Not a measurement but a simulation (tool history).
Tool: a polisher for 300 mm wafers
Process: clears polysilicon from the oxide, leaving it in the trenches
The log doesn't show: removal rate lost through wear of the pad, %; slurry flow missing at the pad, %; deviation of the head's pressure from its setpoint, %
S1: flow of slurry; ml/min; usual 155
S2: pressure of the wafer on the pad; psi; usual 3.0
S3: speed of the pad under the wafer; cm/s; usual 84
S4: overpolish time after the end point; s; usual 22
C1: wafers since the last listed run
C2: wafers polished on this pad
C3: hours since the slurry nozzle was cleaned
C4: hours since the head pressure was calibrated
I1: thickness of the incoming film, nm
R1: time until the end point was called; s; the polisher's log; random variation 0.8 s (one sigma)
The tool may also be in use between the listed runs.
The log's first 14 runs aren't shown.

Run 15, hour 692.8: usual settings; C1 642; C2 1875; C3 131.1; C4 583.6; I1 559.3. Result: R1 40.8 s.
Run 16, hour 720.9: usual settings but S1 170 ml/min, S2 2.6 psi, S4 10 s; C1 384; C2 2259; C3 159.2; C4 611.7; I1 557.3. Result: R1 47.9 s.
Run 17, hour 781.4: usual settings but S4 18 s; C1 826; C2 3086; C3 219.7; C4 672.2; I1 557.4. Result: R1 40.2 s.
Run 18, hour 813.7: usual settings; C1 441; C2 3527; C3 252.0; C4 704.5; I1 559.7. Result: R1 41.6 s.
Run 19, hour 859.7: usual settings but S1 205 ml/min, S4 13 s; C1 628; C2 4156; C3 298.0; C4 750.5; I1 562.3. Result: R1 40.3 s.
Run 20, hour 888.5: usual settings but S2 2.7 psi, S3 108 cm/s, S4 26 s; C1 393; C2 4549; C3 326.8; C4 779.3; I1 553.0. Result: R1 36.9 s.
Run 21, hour 917.8: usual settings but S1 105 ml/min, S2 2.2 psi, S3 100 cm/s; C1 400; C2 4950; C3 356.1; C4 808.6; I1 566.3. Result: R1 51.7 s.
At hour 971.6: worn pad replaced by a new one.
Run 22, hour 986.1: usual settings; C1 878; C2 198; C3 424.4; C4 876.9; I1 559.7. Result: R1 40.3 s.
Run 23, hour 1013.3: usual settings; C1 371; C2 569; C3 451.6; C4 904.1; I1 556.8. Result: R1 39.8 s.
Run 24, hour 1053.5: usual settings but S2 2.2 psi, S3 110 cm/s; C1 549; C2 1119; C3 491.8; C4 944.3; I1 557.4. Result: R1 42.4 s.
At hour 1092.4: slurry nozzle cleaned.
Run 25, hour 1099.7: usual settings but S1 105 ml/min, S3 100 cm/s, S4 28 s; C1 617; C2 1736; C3 7.3; C4 990.5; I1 556.4. Result: R1 36.8 s.
Run 26, hour 1153.5: usual settings; C1 735; C2 2472; C3 61.1; C4 1044.3; I1 568.5. Result: R1 41.8 s.
Run 27, hour 1216.0: usual settings but S4 19 s; C1 854; C2 3326; C3 123.6; C4 1106.8; I1 563.8. Result: R1 38.1 s.
Run 28, hour 1248.3: usual settings; C1 441; C2 3767; C3 155.9; C4 1139.1; I1 556.0. Result: R1 39.5 s.
Run 29, hour 1273.9: usual settings; C1 349; C2 4117; C3 181.5; C4 1164.7; I1 556.9. Result: R1 39.4 s.
Run 30, hour 1299.8: usual settings but S4 11 s; C1 353; C2 4471; C3 207.4; C4 1190.6; I1 569.8. Result: R1 39.4 s.
Run 31, hour 1350.8: usual settings but S4 32 s; C1 696; C2 5168; C3 258.4; C4 1241.6; I1 552.0. Result: R1 38.2 s.
At hour 1413.2: head pressure recalibrated.
Run 32, hour 1415.1: usual settings but S1 185 ml/min, S2 3.3 psi, S4 18 s; C1 851; C2 6019; C3 322.7; C4 1.9; I1 555.1. Result: R1 36.6 s.
Run 33, hour 1461.3: usual settings but S1 135 ml/min, S2 3.5 psi, S3 92 cm/s, S4 10 s; C1 631; C2 6651; C3 368.9; C4 48.1; I1 564.6. Result: R1 35.3 s.
Run 34, hour 1492.5: usual settings; C1 426; C2 7077; C3 400.1; C4 79.3; I1 554.6. Result: R1 42.5 s.

4 ways to go on from here, each from the tool as it stands after run 34. What would each give?
Run A, hour 1492.9: usual settings; C1 5; C2 7083; C3 400.5; C4 79.7; I1 558.4. Result: R1 ?.
Run B, hour 1492.9: usual settings but S2 2.1 psi, S3 108 cm/s, S4 34 s; C1 5; C2 7083; C3 400.5; C4 79.7; I1 558.4. Result: R1 ?.
Run C, hour 1492.9: usual settings but S1 170 ml/min, S4 14 s; C1 5; C2 7083; C3 400.5; C4 79.7; I1 558.4. Result: R1 ?.
Run D, hour 1492.9: usual settings but S1 100 ml/min, S2 2.2 psi; C1 5; C2 7083; C3 400.5; C4 79.7; I1 558.4. Result: R1 ?.

run    R1
  A  41.4
  B  46.5
  C  40.8
  D  62.1
Without the tool's hidden state the same runs would have given:
run    R1
  A  40.9
  B  45.9
  C  40.2
  D  61.3
